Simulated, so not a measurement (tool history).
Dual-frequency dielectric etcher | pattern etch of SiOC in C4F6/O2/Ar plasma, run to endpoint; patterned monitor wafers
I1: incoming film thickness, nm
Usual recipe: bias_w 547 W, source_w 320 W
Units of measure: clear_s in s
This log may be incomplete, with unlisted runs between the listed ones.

run 1 day=0.000 | bias_w=583 source_w=320 | I1=28.86 | clear_s=10.5
run 2 day=0.383 | bias_w=447 source_w=320 | I1=28.75 | clear_s=11.4
run 3 day=0.742 | bias_w=447 source_w=320 | I1=28.87 | clear_s=11.6
-- day=3.317 upper electrode replaced
run 4 day=3.338 | bias_w=447 source_w=320 | I1=28.64 | clear_s=11.3
-- day=4.400 wet clean of the chamber
run 5 day=4.421 | bias_w=547 source_w=320 | I1=28.60 | clear_s=10.9
run 6 day=4.796 | bias_w=547 source_w=320 | I1=28.83 | clear_s=11.1
run 7 day=5.471 | bias_w=547 source_w=320 | I1=28.85 | clear_s=11.2
run 8 day=6.208 | bias_w=547 source_w=320 | I1=28.87 | clear_s=11.1
run 9 day=6.496 | bias_w=547 source_w=320 | I1=29.31 | clear_s=11.1
run 10 day=7.125 | bias_w=486 source_w=380 | I1=28.66 | clear_s=10.7
-- day=7.438 bias power generator calibrated
run 11 day=7.462 | bias_w=648 source_w=260 | I1=28.56 | clear_s=10.7
run 12 day=7.779 | bias_w=547 source_w=390 | I1=29.16 | clear_s=10.5
run 13 day=9.475 | bias_w=547 source_w=320 | I1=28.69 | clear_s=10.9
run 14 day=10.196 | bias_w=426 source_w=350 | I1=28.66 | clear_s=11.4
run 15 day=10.554 | bias_w=446 source_w=370 | I1=28.86 | clear_s=11.1
run 16 day=10.829 | bias_w=547 source_w=320 | I1=28.87 | clear_s=10.8
run 17 day=11.142 | bias_w=424 source_w=240 | I1=28.76 | clear_s=13.1
run 18 day=11.429 | bias_w=547 source_w=320 | I1=29.03 | clear_s=10.9
-- day=12.758 source power generator calibrated
run 19 day=12.779 | bias_w=596 source_w=250 | I1=29.14 | clear_s=11.6
run 20 day=13.617 | bias_w=630 source_w=350 | I1=29.04 | clear_s=9.8
run 21 day=14.354 | bias_w=596 source_w=250 | I1=28.62 | clear_s=10.9
run 22 day=14.833 | bias_w=422 source_w=320 | I1=28.83 | clear_s=11.8
run 23 day=15.450 | bias_w=673 source_w=390 | I1=28.63 | clear_s=9.1
run 24 day=15.933 | bias_w=547 source_w=240 | I1=29.05 | clear_s=11.7
run 25 day=16.492 | bias_w=619 source_w=320 | I1=28.89 | clear_s=10.2
-- day=17.517 wet clean of the chamber
run 26 day=17.538 | bias_w=512 source_w=280 | I1=28.94 | clear_s=11.9
run 27 day=17.550 | bias_w=424 source_w=240 | I1=28.83 | clear_s=13.7
run 28 day=18.083 | bias_w=547 source_w=320 | I1=29.01 | clear_s=11.2
run 29 day=18.775 | bias_w=594 source_w=370 | I1=28.78 | clear_s=10.3
run 30 day=19.379 | bias_w=547 source_w=320 | I1=28.64 | clear_s=11.0
run 31 day=19.775 | bias_w=547 source_w=320 | I1=29.04 | clear_s=11.2
run 32 day=20.258 | bias_w=475 source_w=280 | I1=28.68 | clear_s=12.2
run 33 day=21.250 | bias_w=547 source_w=320 | I1=28.54 | clear_s=10.8
run 34 day=21.862 | bias_w=420 source_w=320 | I1=28.60 | clear_s=11.9
run 35 day=22.538 | bias_w=547 source_w=320 | I1=28.85 | clear_s=11.1

Alternative continuations, all from the tool just after run 35; predict every row:
run A day=22.554 | bias_w=625 source_w=320 | I1=28.57 | clear_s=?
run B day=22.554 | bias_w=616 source_w=320 | I1=28.57 | clear_s=?
run C day=22.554 | bias_w=582 source_w=360 | I1=28.57 | clear_s=?
run D day=22.554 | bias_w=666 source_w=280 | I1=28.57 | clear_s=?

run=A clear_s=10.3
run=B clear_s=10.4
run=C clear_s=10.2
run=D clear_s=10.5
With no hidden state in the tool, these same runs would have given:
run=A clear_s=10.4
run=B clear_s=10.4
run=C clear_s=10.3
run=D clear_s=10.6
